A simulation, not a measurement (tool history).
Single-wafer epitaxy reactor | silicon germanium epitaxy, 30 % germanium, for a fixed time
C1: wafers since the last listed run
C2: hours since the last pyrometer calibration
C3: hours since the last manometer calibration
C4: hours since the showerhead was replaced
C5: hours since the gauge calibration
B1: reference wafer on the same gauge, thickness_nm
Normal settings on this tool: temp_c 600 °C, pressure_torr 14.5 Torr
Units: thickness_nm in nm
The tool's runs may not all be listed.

run 1 hour=0 | temp_c=600 pressure_torr=14.5 | C1=0 C2=2099.4 C3=473.9 C4=7347 C5=203.4 | B1=42.675 | thickness_nm=44.449
run 2 hour=30.3 | temp_c=600 pressure_torr=14.5 | C1=554 C2=2129.7 C3=504.2 C4=7377.3 C5=233.7 | B1=42.741 | thickness_nm=44.296
run 3 hour=43.7 | temp_c=600 pressure_torr=14.5 | C1=245 C2=2143.1 C3=517.6 C4=7390.7 C5=247.1 | B1=42.654 | thickness_nm=44.266
run 4 hour=78.4 | temp_c=600 pressure_torr=14.5 | C1=635 C2=2177.8 C3=552.3 C4=7425.4 C5=281.8 | B1=42.729 | thickness_nm=44.314
run 5 hour=104.2 | temp_c=611 pressure_torr=14.5 | C1=472 C2=2203.6 C3=578.1 C4=7451.2 C5=307.6 | B1=42.699 | thickness_nm=54.889
run 6 hour=134.1 | temp_c=611 pressure_torr=14.5 | C1=547 C2=2233.5 C3=608 C4=7481.1 C5=337.5 | B1=42.671 | thickness_nm=54.136
run 7 hour=169.2 | temp_c=600 pressure_torr=12.8 | C1=642 C2=2268.6 C3=643.1 C4=7516.2 C5=372.6 | B1=42.798 | thickness_nm=40.391
run 8 hour=186.9 | temp_c=600 pressure_torr=14.5 | C1=324 C2=2286.3 C3=660.8 C4=7533.9 C5=390.3 | B1=42.73 | thickness_nm=43.861
run 9 hour=219.9 | temp_c=600 pressure_torr=14.5 | C1=604 C2=2319.3 C3=693.8 C4=7566.9 C5=423.3 | B1=42.8 | thickness_nm=43.886
run 10 hour=275.9 | temp_c=600 pressure_torr=14.5 | C1=1025 C2=2375.3 C3=749.8 C4=7622.9 C5=479.3 | B1=42.703 | thickness_nm=43.622
-- hour=286.2 showerhead replaced
run 11 hour=300.2 | temp_c=600 pressure_torr=14.5 | C1=298 C2=2399.6 C3=774.1 C4=14 C5=503.6 | B1=42.609 | thickness_nm=43.483
run 12 hour=329.6 | temp_c=600 pressure_torr=14.5 | C1=538 C2=2429 C3=803.5 C4=43.4 C5=533 | B1=42.728 | thickness_nm=43.285
run 13 hour=348.3 | temp_c=600 pressure_torr=12.2 | C1=342 C2=2447.7 C3=822.2 C4=62.1 C5=551.7 | B1=42.722 | thickness_nm=38.11
run 14 hour=385.4 | temp_c=600 pressure_torr=14.5 | C1=679 C2=2484.8 C3=859.3 C4=99.2 C5=588.8 | B1=42.743 | thickness_nm=42.853
run 15 hour=411.6 | temp_c=600 pressure_torr=12.5 | C1=479 C2=2511 C3=885.5 C4=125.4 C5=615 | B1=42.683 | thickness_nm=38.845
run 16 hour=433.1 | temp_c=591 pressure_torr=17.4 | C1=393 C2=2532.5 C3=907 C4=146.9 C5=636.5 | B1=42.684 | thickness_nm=40.507
run 17 hour=459.1 | temp_c=600 pressure_torr=12.5 | C1=476 C2=2558.5 C3=933 C4=172.9 C5=662.5 | B1=42.779 | thickness_nm=38.565
-- hour=469.9 pyrometer calibrated
run 18 hour=486.6 | temp_c=595 pressure_torr=12.4 | C1=357 C2=16.7 C3=960.5 C4=200.4 C5=690 | B1=42.81 | thickness_nm=37.892
run 19 hour=505.3 | temp_c=589 pressure_torr=17.9 | C1=342 C2=35.4 C3=979.2 C4=219.1 C5=708.7 | B1=42.707 | thickness_nm=42.977
run 20 hour=523 | temp_c=613 pressure_torr=17.3 | C1=324 C2=53.1 C3=996.9 C4=236.8 C5=726.4 | B1=42.786 | thickness_nm=66.268
-- hour=549.8 gauge calibrated
-- hour=554.4 capacitance manometer re-zeroed and calibrated
run 21 hour=558.8 | temp_c=600 pressure_torr=14.5 | C1=509 C2=88.9 C3=4.4 C4=272.6 C5=9 | B1=42.718 | thickness_nm=48.976
run 22 hour=594 | temp_c=615 pressure_torr=15.9 | C1=644 C2=124.1 C3=39.6 C4=307.8 C5=44.2 | B1=42.661 | thickness_nm=68.199
run 23 hour=693.3 | temp_c=611 pressure_torr=14.5 | C1=1818 C2=223.4 C3=138.9 C4=407.1 C5=143.5 | B1=42.717 | thickness_nm=59.646

Each row is a separate what-if for the run after 23, all from the same tool condition, not one after another. Results?
run A hour=693.7 | temp_c=592 pressure_torr=14.5 | C1=7 C2=223.8 C3=139.3 C4=407.5 C5=143.9 | B1=? | thickness_nm=?
run B hour=693.7 | temp_c=609 pressure_torr=14.5 | C1=7 C2=223.8 C3=139.3 C4=407.5 C5=143.9 | B1=? | thickness_nm=?
run C hour=693.7 | temp_c=610 pressure_torr=11.4 | C1=7 C2=223.8 C3=139.3 C4=407.5 C5=143.9 | B1=? | thickness_nm=?
run D hour=693.7 | temp_c=615 pressure_torr=11 | C1=7 C2=223.8 C3=139.3 C4=407.5 C5=143.9 | B1=? | thickness_nm=?

run=A B1=42.691 thickness_nm=41.829
run=B B1=42.691 thickness_nm=57.562
run=C B1=42.691 thickness_nm=48.939
run=D B1=42.691 thickness_nm=52.001
Without the tool's unlogged condition, the same runs would have read:
run=A thickness_nm=43.066
run=B thickness_nm=59.206
run=C thickness_nm=50.334
run=D thickness_nm=53.468
